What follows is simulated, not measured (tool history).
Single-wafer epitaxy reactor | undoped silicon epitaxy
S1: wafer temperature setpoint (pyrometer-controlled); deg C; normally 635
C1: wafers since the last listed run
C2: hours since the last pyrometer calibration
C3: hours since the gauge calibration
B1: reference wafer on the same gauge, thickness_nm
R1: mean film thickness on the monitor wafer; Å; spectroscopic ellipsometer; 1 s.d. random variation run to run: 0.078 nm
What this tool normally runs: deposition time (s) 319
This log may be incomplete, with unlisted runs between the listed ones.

run 1 day=0 | S1=629 deposition_time_(s)=276 | C1=0 C2=606.5 C3=1034.5 | B1=43.001 | R1=280.79
run 2 day=1.862 | S1=629 deposition_time_(s)=276 | C1=191 C2=651.2 C3=1079.2 | B1=43 | R1=280.09
run 3 day=6.042 | S1=635 deposition_time_(s)=280 | C1=430 C2=751.5 C3=1179.5 | B1=43.013 | R1=333.04
run 4 day=10.054 | S1=635 deposition_time_(s)=280 | C1=413 C2=847.8 C3=1275.8 | B1=42.982 | R1=332.81
run 5 day=12.546 | S1=635 deposition_time_(s)=319 | C1=256 C2=907.6 C3=1335.6 | B1=43.003 | R1=381.04
run 6 day=14.812 | S1=635 deposition_time_(s)=319 | C1=233 C2=962 C3=1390 | B1=43.008 | R1=378.86
run 7 day=19.271 | S1=623 deposition_time_(s)=319 | C1=459 C2=1069 C3=1497 | B1=43.011 | R1=276.93
run 8 day=21.388 | S1=623 deposition_time_(s)=319 | C1=218 C2=1119.8 C3=1547.8 | B1=43 | R1=278.66
run 9 day=23.704 | S1=635 deposition_time_(s)=319 | C1=238 C2=1175.4 C3=1603.4 | B1=43.011 | R1=380.69
run 10 day=28.162 | S1=635 deposition_time_(s)=319 | C1=459 C2=1282.4 C3=1710.4 | B1=43.015 | R1=381.13
run 11 day=30.9 | S1=635 deposition_time_(s)=319 | C1=281 C2=1348.1 C3=1776.1 | B1=43 | R1=380.59
run 12 day=32.958 | S1=635 deposition_time_(s)=319 | C1=211 C2=1397.5 C3=1825.5 | B1=43 | R1=379.25
-- day=35.558 pyrometer calibrated
run 13 day=36.896 | S1=635 deposition_time_(s)=319 | C1=371 C2=32.1 C3=1920 | B1=42.983 | R1=375.39
run 14 day=38.696 | S1=635 deposition_time_(s)=319 | C1=185 C2=75.3 C3=1963.2 | B1=43.012 | R1=374.13
run 15 day=40.6 | S1=635 deposition_time_(s)=319 | C1=196 C2=121 C3=2008.9 | B1=43 | R1=375.45
run 16 day=43.375 | S1=644 deposition_time_(s)=283 | C1=285 C2=187.6 C3=2075.5 | B1=43.012 | R1=418.19
run 17 day=45.662 | S1=635 deposition_time_(s)=319 | C1=235 C2=242.5 C3=2130.4 | B1=42.995 | R1=377.27
run 18 day=48.488 | S1=635 deposition_time_(s)=339 | C1=290 C2=310.3 C3=2198.2 | B1=43.013 | R1=400.53
-- day=50.442 gauge calibrated
run 19 day=51.958 | S1=624 deposition_time_(s)=369 | C1=357 C2=393.6 C3=36.4 | B1=42.99 | R1=327.96
run 20 day=54.354 | S1=631 deposition_time_(s)=299 | C1=246 C2=451.1 C3=93.9 | B1=43.011 | R1=320.74
run 21 day=56.338 | S1=635 deposition_time_(s)=319 | C1=204 C2=498.7 C3=141.5 | B1=43.001 | R1=378.59
run 22 day=58.625 | S1=647 deposition_time_(s)=319 | C1=235 C2=553.6 C3=196.4 | B1=42.976 | R1=513.56
run 23 day=62.5 | S1=624 deposition_time_(s)=345 | C1=399 C2=646.6 C3=289.4 | B1=42.992 | R1=308.31
run 24 day=64.95 | S1=645 deposition_time_(s)=319 | C1=252 C2=705.4 C3=348.2 | B1=42.997 | R1=489.63
run 25 day=68.783 | S1=635 deposition_time_(s)=261 | C1=394 C2=797.4 C3=440.2 | B1=42.999 | R1=311.12
run 26 day=71.879 | S1=647 deposition_time_(s)=265 | C1=318 C2=871.7 C3=514.5 | B1=42.991 | R1=426.77
run 27 day=73.754 | S1=631 deposition_time_(s)=259 | C1=193 C2=916.7 C3=559.5 | B1=43.008 | R1=279.55
run 28 day=76.721 | S1=624 deposition_time_(s)=346 | C1=305 C2=987.9 C3=630.7 | B1=42.96 | R1=310.46
run 29 day=79.592 | S1=635 deposition_time_(s)=319 | C1=295 C2=1056.8 C3=699.6 | B1=42.966 | R1=378.41
run 30 day=84.654 | S1=621 deposition_time_(s)=319 | C1=521 C2=1178.3 C3=821.1 | B1=43.011 | R1=264.21

Entry by entry between the runs, the difference in hidden state between the last listed run before and the first listed run after:
Between runs 12 and 13: pyrometer calibrated (day 35.558)
  wafer temperature above the value expected at the setpoint (K): 0.715 -> 0.133
  measured result minus the result with no hidden state, R1: +6.89 -> +1.28 Å
Between runs 18 and 19: gauge calibrated (day 50.442)
  wafer temperature above the value expected at the setpoint (K): 0.437 -> 0.499
  measured result minus the result with no hidden state, R1: +4.46 -> +4.28 Å
